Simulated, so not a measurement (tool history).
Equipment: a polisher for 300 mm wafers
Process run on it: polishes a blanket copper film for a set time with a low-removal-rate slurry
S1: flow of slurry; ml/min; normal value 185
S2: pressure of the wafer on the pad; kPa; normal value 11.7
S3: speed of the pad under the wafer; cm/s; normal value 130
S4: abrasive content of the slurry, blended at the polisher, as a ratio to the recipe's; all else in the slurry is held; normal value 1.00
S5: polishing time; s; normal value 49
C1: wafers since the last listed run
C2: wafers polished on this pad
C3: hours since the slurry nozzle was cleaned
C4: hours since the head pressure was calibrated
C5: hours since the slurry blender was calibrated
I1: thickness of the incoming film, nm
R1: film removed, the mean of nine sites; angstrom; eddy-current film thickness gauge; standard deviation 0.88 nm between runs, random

Run 1, hour 0.0: usual settings; C1 0; C2 455; C3 43.2; C4 1068.8; C5 57.6; I1 1222.8. Result: R1 909 angstrom.
Run 2, hour 17.6: usual settings; C1 235; C2 691; C3 60.8; C4 1086.4; C5 75.2; I1 1227.5. Result: R1 896 angstrom.
At hour 37.0: slurry blender recalibrated.
Run 3, hour 37.5: usual settings; C1 239; C2 931; C3 80.7; C4 1106.3; C5 0.5; I1 1200.3. Result: R1 915 angstrom.
Run 4, hour 43.0: usual settings but S3 166 cm/s; C1 73; C2 1005; C3 86.2; C4 1111.8; C5 6.0; I1 1214.9. Result: R1 1098 angstrom.
Run 5, hour 60.4: usual settings but S3 166 cm/s; C1 233; C2 1238; C3 103.6; C4 1129.2; C5 23.4; I1 1210.9. Result: R1 1115 angstrom.
Run 6, hour 67.7: usual settings but S3 166 cm/s; C1 97; C2 1336; C3 110.9; C4 1136.5; C5 30.7; I1 1209.0. Result: R1 1087 angstrom.
At hour 73.5: head pressure recalibrated.
At hour 75.9: worn pad replaced by a new one.
Run 7, hour 76.4: usual settings but S2 9.7 kPa; C1 57; C2 6; C3 119.6; C4 2.9; C5 39.4; I1 1227.1. Result: R1 759 angstrom.
Run 8, hour 89.9: usual settings but S2 9.7 kPa; C1 180; C2 187; C3 133.1; C4 16.4; C5 52.9; I1 1207.0. Result: R1 765 angstrom.
Run 9, hour 96.4: usual settings but S2 9.7 kPa; C1 87; C2 274; C3 139.6; C4 22.9; C5 59.4; I1 1201.5. Result: R1 757 angstrom.
Run 10, hour 108.9: usual settings but S4 1.15, S5 60 s; C1 167; C2 442; C3 152.1; C4 35.4; C5 71.9; I1 1201.1. Result: R1 1150 angstrom.
Run 11, hour 124.3: usual settings but S2 13.1 kPa, S4 0.85; C1 206; C2 648; C3 167.5; C4 50.8; C5 87.3; I1 1223.3. Result: R1 991 angstrom.
Run 12, hour 132.2: usual settings but S1 205 ml/min, S3 146 cm/s, S4 0.80, S5 41 s; C1 105; C2 754; C3 175.4; C4 58.7; C5 95.2; I1 1200.9. Result: R1 791 angstrom.
Run 13, hour 144.9: usual settings but S3 172 cm/s, S4 0.90, S5 53 s; C1 170; C2 924; C3 188.1; C4 71.4; C5 107.9; I1 1207.5. Result: R1 1169 angstrom.
At hour 156.2: slurry blender recalibrated.
At hour 159.7: worn pad replaced by a new one.
Run 14, hour 160.2: usual settings but S1 215 ml/min, S5 33 s; C1 131; C2 6; C3 203.4; C4 86.7; C5 4.0; I1 1231.6. Result: R1 625 angstrom.
Run 15, hour 167.2: usual settings but S1 250 ml/min, S2 14.5 kPa, S4 1.30, S5 35 s; C1 93; C2 100; C3 210.4; C4 93.7; C5 11.0; I1 1204.8. Result: R1 897 angstrom.
Run 16, hour 183.8: usual settings but S1 155 ml/min, S3 168 cm/s, S4 1.25, S5 38 s; C1 222; C2 322; C3 227.0; C4 110.3; C5 27.6; I1 1197.8. Result: R1 888 angstrom.
Run 17, hour 193.8: usual settings; C1 133; C2 456; C3 237.0; C4 120.3; C5 37.6; I1 1190.2. Result: R1 902 angstrom.
Run 18, hour 208.6: usual settings but S3 98 cm/s; C1 198; C2 655; C3 251.8; C4 135.1; C5 52.4; I1 1200.2. Result: R1 736 angstrom.
Run 19, hour 220.7: usual settings but S3 154 cm/s; C1 162; C2 817; C3 263.9; C4 147.2; C5 64.5; I1 1199.0. Result: R1 1048 angstrom.
At hour 222.5: slurry nozzle cleaned.
Run 20, hour 227.3: usual settings but S1 125 ml/min, S3 98 cm/s, S4 0.80; C1 75; C2 892; C3 4.8; C4 153.8; C5 71.1; I1 1197.8. Result: R1 659 angstrom.
Run 21, hour 237.7: usual settings; C1 139; C2 1031; C3 15.2; C4 164.2; C5 81.5; I1 1215.8. Result: R1 908 angstrom.
Run 22, hour 246.1: usual settings; C1 112; C2 1144; C3 23.6; C4 172.6; C5 89.9; I1 1197.4. Result: R1 899 angstrom.
At hour 258.8: worn pad replaced by a new one.
Run 23, hour 261.0: usual settings; C1 146; C2 28; C3 38.5; C4 187.5; C5 104.8; I1 1192.9. Result: R1 900 angstrom.
At hour 264.4: slurry blender recalibrated.
Run 24, hour 268.1: usual settings but S5 60 s; C1 68; C2 97; C3 45.6; C4 194.6; C5 3.7; I1 1211.0. Result: R1 1116 angstrom.
Run 25, hour 281.0: usual settings but S1 245 ml/min, S2 9.7 kPa, S3 160 cm/s; C1 172; C2 270; C3 58.5; C4 207.5; C5 16.6; I1 1207.3. Result: R1 896 angstrom.
Run 26, hour 291.8: usual settings; C1 144; C2 414; C3 69.3; C4 218.3; C5 27.4; I1 1238.0. Result: R1 900 angstrom.
Run 27, hour 308.4: usual settings; C1 222; C2 637; C3 85.9; C4 234.9; C5 44.0; I1 1209.7. Result: R1 915 angstrom.
Run 28, hour 314.9: usual settings but S1 235 ml/min, S5 54 s; C1 87; C2 724; C3 92.4; C4 241.4; C5 50.5; I1 1204.4. Result: R1 1021 angstrom.
Run 29, hour 328.5: usual settings; C1 182; C2 906; C3 106.0; C4 255.0; C5 64.1; I1 1185.4. Result: R1 919 angstrom.
Run 30, hour 342.8: usual settings; C1 191; C2 1098; C3 120.3; C4 269.3; C5 78.4; I1 1195.0. Result: R1 918 angstrom.
At hour 347.5: worn pad replaced by a new one.
Run 31, hour 349.3: usual settings but S1 230 ml/min; C1 33; C2 24; C3 126.8; C4 275.8; C5 84.9; I1 1214.3. Result: R1 938 angstrom.

3 options for the next run, each taken on its own from the tool as it stands now. Forecast them:
Run A, hour 349.7: usual settings; C1 5; C2 30; C3 127.2; C4 276.2; C5 85.3; I1 1204.0. Result: R1 ?.
Run B, hour 349.7: usual settings but S1 150 ml/min, S2 9.0 kPa, S4 1.20, S5 55 s; C1 5; C2 30; C3 127.2; C4 276.2; C5 85.3; I1 1204.0. Result: R1 ?.
Run C, hour 349.7: usual settings but S1 210 ml/min, S3 172 cm/s, S4 1.20, S5 65 s; C1 5; C2 30; C3 127.2; C4 276.2; C5 85.3; I1 1204.0. Result: R1 ?.

run    R1
  A   932
  B   813
  C  1637
The same runs, with their run-to-run variation unchanged, on a tool lacking any hidden condition would have given:
run    R1
  A   932
  B   813
  C  1637

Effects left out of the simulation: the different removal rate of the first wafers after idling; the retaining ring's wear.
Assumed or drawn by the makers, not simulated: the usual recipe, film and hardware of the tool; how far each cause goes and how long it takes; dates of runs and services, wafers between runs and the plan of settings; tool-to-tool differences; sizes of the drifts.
